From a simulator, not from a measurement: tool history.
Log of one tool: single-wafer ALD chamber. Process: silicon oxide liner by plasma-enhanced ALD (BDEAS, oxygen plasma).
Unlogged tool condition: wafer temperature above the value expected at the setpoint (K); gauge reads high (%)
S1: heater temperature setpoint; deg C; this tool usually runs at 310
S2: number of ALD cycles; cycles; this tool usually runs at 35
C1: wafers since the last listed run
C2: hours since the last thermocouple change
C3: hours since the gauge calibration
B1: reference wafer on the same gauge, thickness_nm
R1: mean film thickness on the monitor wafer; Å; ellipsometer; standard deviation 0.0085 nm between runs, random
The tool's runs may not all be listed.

| run | hour | S1 | S2 | C1 | C2 | C3 | B1 | R1 |
|---|---|---|---|---|---|---|---|---|
| 1 | 0 | 310 | 35 | 0 | 285 | 554.7 | 3.149 | 34.15 |
| 2 | 55.8 | 310 | 35 | 361 | 340.8 | 610.5 | 3.151 | 34.18 |
| 3 | 126.5 | 310 | 35 | 458 | 411.5 | 681.2 | 3.15 | 34.16 |
| 4 | 193.3 | 310 | 35 | 433 | 478.3 | 748 | 3.148 | 34.05 |
| 5 | 284.7 | 310 | 35 | 592 | 569.7 | 839.4 | 3.15 | 34.09 |
| 6 | 371.3 | 310 | 35 | 561 | 656.3 | 926 | 3.147 | 34.11 |
| 7 | 676.3 | 310 | 35 | 1977 | 961.3 | 1231 | 3.148 | 34.27 |
| 8 | 742.2 | 310 | 35 | 427 | 1027.2 | 1296.9 | 3.149 | 34.19 |
| 9 | 832 | 317 | 35 | 582 | 1117 | 1386.7 | 3.146 | 33.91 |
| 10 | 870.9 | 317 | 35 | 252 | 1155.9 | 1425.6 | 3.147 | 33.87 |
| 11 | 932.9 | 317 | 35 | 402 | 1217.9 | 1487.6 | 3.149 | 33.91 |
| 12 | 1003.1 | 316 | 29 | 455 | 1288.1 | 1557.8 | 3.148 | 28.19 |
| 13 | 1071.7 | 318 | 35 | 444 | 1356.7 | 1626.4 | 3.15 | 33.76 |
| 14 | 1120.8 | 303 | 41 | 318 | 1405.8 | 1675.5 | 3.152 | 41.09 |
| 15 | 1195.9 | 296 | 35 | 486 | 1480.9 | 1750.6 | 3.15 | 35.9 |
| 16 | 1288.9 | 314 | 29 | 603 | 1573.9 | 1843.6 | 3.148 | 28.31 |
| 17 | 1364.9 | 310 | 35 | 492 | 1649.9 | 1919.6 | 3.151 | 34.45 |
|  | 1405.8 | thermocouple changed; heater temperature recalibrated |
|  | 1429.4 | gauge calibrated |
| 18 | 1444.8 | 310 | 29 | 466 | 39 | 15.4 | 3.15 | 28.18 |
| 19 | 1513.5 | 302 | 38 | 445 | 107.7 | 84.1 | 3.151 | 37.37 |
| 20 | 1611.7 | 320 | 28 | 636 | 205.9 | 182.3 | 3.148 | 26.95 |
| 21 | 1649.7 | 310 | 35 | 246 | 243.9 | 220.3 | 3.147 | 34.27 |
| 22 | 1694.4 | 310 | 35 | 289 | 288.6 | 265 | 3.15 | 34.16 |
| 23 | 1797.6 | 299 | 35 | 669 | 391.8 | 368.2 | 3.148 | 34.88 |

Here are 4 independent what-if runs from the current tool condition. What would each one return?
| A | 1798 | 325 | 35 | 2 | 392.2 | 368.6 | ? | ? |
| B | 1798 | 321 | 33 | 2 | 392.2 | 368.6 | ? | ? |
| C | 1798 | 320 | 37 | 2 | 392.2 | 368.6 | ? | ? |
| D | 1798 | 303 | 38 | 2 | 392.2 | 368.6 | ? | ? |

| run | B1 | R1 |
|---|---|---|
| A | 3.153 | 33.16 |
| B | 3.153 | 31.47 |
| C | 3.153 | 35.34 |
| D | 3.153 | 37.27 |
Without the tool's hidden state the same runs would have given:
| run | R1 |
|---|---|
| A | 33.11 |
| B | 31.41 |
| C | 35.28 |
| D | 37.21 |

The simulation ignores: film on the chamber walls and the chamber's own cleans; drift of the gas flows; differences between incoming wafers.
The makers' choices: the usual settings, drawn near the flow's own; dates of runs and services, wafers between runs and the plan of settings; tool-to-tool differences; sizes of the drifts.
